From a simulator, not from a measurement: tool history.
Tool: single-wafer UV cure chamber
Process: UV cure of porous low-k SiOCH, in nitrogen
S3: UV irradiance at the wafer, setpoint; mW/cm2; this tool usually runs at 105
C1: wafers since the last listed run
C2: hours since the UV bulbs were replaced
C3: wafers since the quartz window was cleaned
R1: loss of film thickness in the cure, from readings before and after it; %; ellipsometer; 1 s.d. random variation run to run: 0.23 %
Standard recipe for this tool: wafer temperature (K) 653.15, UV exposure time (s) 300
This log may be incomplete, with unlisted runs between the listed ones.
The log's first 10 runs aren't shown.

Run 11, day 17.033: usual settings; C1 308; C2 1519.1; C3 3331. Result: R1 12.259 %.
At day 17.833: quartz window cleaned.
Run 12, day 18.092: usual settings; C1 152; C2 1544.5; C3 54. Result: R1 12.894 %.
Run 13, day 19.588: usual settings; C1 315; C2 1580.4; C3 369. Result: R1 12.556 %.
Run 14, day 20.846: usual settings but UV exposure time (s) 195; C1 265; C2 1610.6; C3 634. Result: R1 10.586 %.
Run 15, day 22.292: usual settings but UV exposure time (s) 195; C1 304; C2 1645.3; C3 939. Result: R1 10.802 %.
Run 16, day 23.108: usual settings but UV exposure time (s) 195; C1 172; C2 1664.9; C3 1111. Result: R1 10.319 %.
Run 17, day 24.396: usual settings but S3 143 mW/cm2; C1 271; C2 1695.8; C3 1382. Result: R1 13.703 %.
At day 25.138: UV bulbs replaced.
Run 18, day 25.354: usual settings but S3 93 mW/cm2; C1 131; C2 5.2; C3 1514. Result: R1 12.039 %.
Run 19, day 25.883: usual settings; C1 111; C2 17.9; C3 1625. Result: R1 12.185 %.
Run 20, day 26.871: usual settings but UV exposure time (s) 445; C1 208; C2 41.6; C3 1833. Result: R1 13.918 %.
Run 21, day 28.188: usual settings but wafer temperature (K) 659.15, UV exposure time (s) 425, S3 67 mW/cm2; C1 277; C2 73.2; C3 2111. Result: R1 12.153 %.
Run 22, day 28.975: usual settings; C1 165; C2 92.1; C3 2277. Result: R1 11.917 %.
Run 23, day 29.979: usual settings but UV exposure time (s) 475; C1 211; C2 116.2; C3 2488. Result: R1 14.218 %.
Run 24, day 30.862: usual settings but wafer temperature (K) 673.15, UV exposure time (s) 400; C1 186; C2 137.4; C3 2674. Result: R1 13.546 %.
Run 25, day 31.404: usual settings but UV exposure time (s) 425; C1 114; C2 150.4; C3 2789. Result: R1 13.166 %.
Run 26, day 32.858: usual settings but wafer temperature (K) 663.15, UV exposure time (s) 415, S3 141 mW/cm2; C1 306; C2 185.3; C3 3095. Result: R1 15.315 %.
At day 33.496: quartz window cleaned.
Run 27, day 33.783: usual settings but UV exposure time (s) 170; C1 124; C2 207.5; C3 60. Result: R1 10.482 %.

For run 28, what comes out?
Run 28, day 35.112: usual settings; C1 280; C2 239.4; C3 340. Result: R1 ?.

For run 28 the tool returned R1 12.981 %.
On a tool with no hidden condition, and with the same random variation, this run would have come out at R1 13.252 %.

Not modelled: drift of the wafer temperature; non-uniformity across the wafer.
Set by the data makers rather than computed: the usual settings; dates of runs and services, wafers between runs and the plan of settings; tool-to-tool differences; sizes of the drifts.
